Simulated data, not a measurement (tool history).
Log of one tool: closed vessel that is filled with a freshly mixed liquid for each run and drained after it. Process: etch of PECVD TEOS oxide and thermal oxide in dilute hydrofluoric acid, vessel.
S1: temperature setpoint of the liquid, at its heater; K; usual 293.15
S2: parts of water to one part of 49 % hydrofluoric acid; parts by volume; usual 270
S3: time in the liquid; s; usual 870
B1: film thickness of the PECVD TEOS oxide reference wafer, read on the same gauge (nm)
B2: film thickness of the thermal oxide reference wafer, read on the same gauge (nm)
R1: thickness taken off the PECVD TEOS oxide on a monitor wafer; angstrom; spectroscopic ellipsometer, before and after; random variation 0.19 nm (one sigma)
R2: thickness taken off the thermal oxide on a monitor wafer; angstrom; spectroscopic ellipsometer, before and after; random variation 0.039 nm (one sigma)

run,hour,S1,S2,S3,B1,B2,R1,R2
1,0,293.15,370,870,56.4,75.23,126.7,60.8
2,44.3,293.15,370,870,56.33,75.08,126.5,60.5
3,120.1,293.15,370,870,56.15,74.88,126.9,60
4,167.5,293.15,270,870,56.03,74.72,186.8,90
# hour 232.3: thermometer replaced
5,241.3,293.15,270,580,55.87,74.5,125.4,59.7
6,299.9,293.15,270,870,55.74,74.31,189.4,90.2
# hour 383.1: hydrofluoric acid flow meter replaced
7,407.3,293.15,310,870,55.5,73.99,159.5,74.9
8,447.1,290.15,400,1305,55.42,73.87,151.9,72.2
9,538,293.15,270,870,55.21,73.63,186.3,89
10,607.3,293.15,405,870,55.05,73.4,110.4,52.8
11,651.5,297.65,270,870,54.95,73.27,218,104
# hour 709.3: gauge calibrated
12,724,290.15,365,410,59.83,79.79,58.2,27.7
13,779.8,293.15,270,870,59.71,79.61,201.1,95.7
14,885,290.65,185,620,59.48,79.29,204.4,98.4
# hour 930.4: hydrofluoric acid flow meter replaced
15,961.2,290.15,165,1210,59.32,79.06,448.3,214.5
16,1046.5,293.15,270,870,59.13,78.82,201.6,95.6
17,1092.2,295.65,270,870,59.03,78.7,222.2,104.4
18,1170.6,297.65,390,700,58.84,78.45,117.4,55.5
19,1216,293.15,190,1370,58.74,78.31,482.2,229.9
20,1275.6,293.15,270,715,58.61,78.13,162.3,78.1
21,1326.5,293.15,270,870,58.5,77.96,198,94.4
22,1414.6,295.15,165,870,58.28,77.73,386.9,183.5
23,1473.3,293.15,270,870,58.17,77.56,198.1,93.2
# hour 1543: hydrofluoric acid flow meter replaced
24,1576.3,293.15,270,870,57.94,77.26,195.4,92.8
25,1675.5,293.15,270,1015,57.71,76.95,227.7,108.1

Forecast each of these 5 alternatives for the next run:
A,1676.4,293.15,270,870,?,?,?,?
B,1676.4,295.15,270,870,?,?,?,?
C,1676.4,297.65,375,645,?,?,?,?
D,1676.4,297.15,205,1260,?,?,?,?
E,1676.4,293.15,270,1155,?,?,?,?

run,B1,B2,R1,R2
A,57.71,76.95,198,92.9
B,57.71,76.95,213,99.9
C,57.71,76.95,112.4,52.7
D,57.71,76.95,466.9,219
E,57.71,76.95,262.8,123.3
Without the tool's hidden state the same runs would have given:
run,R1,R2
A,205.8,96.6
B,221.5,103.9
C,116.8,54.8
D,485.4,227.7
E,273.3,128.2
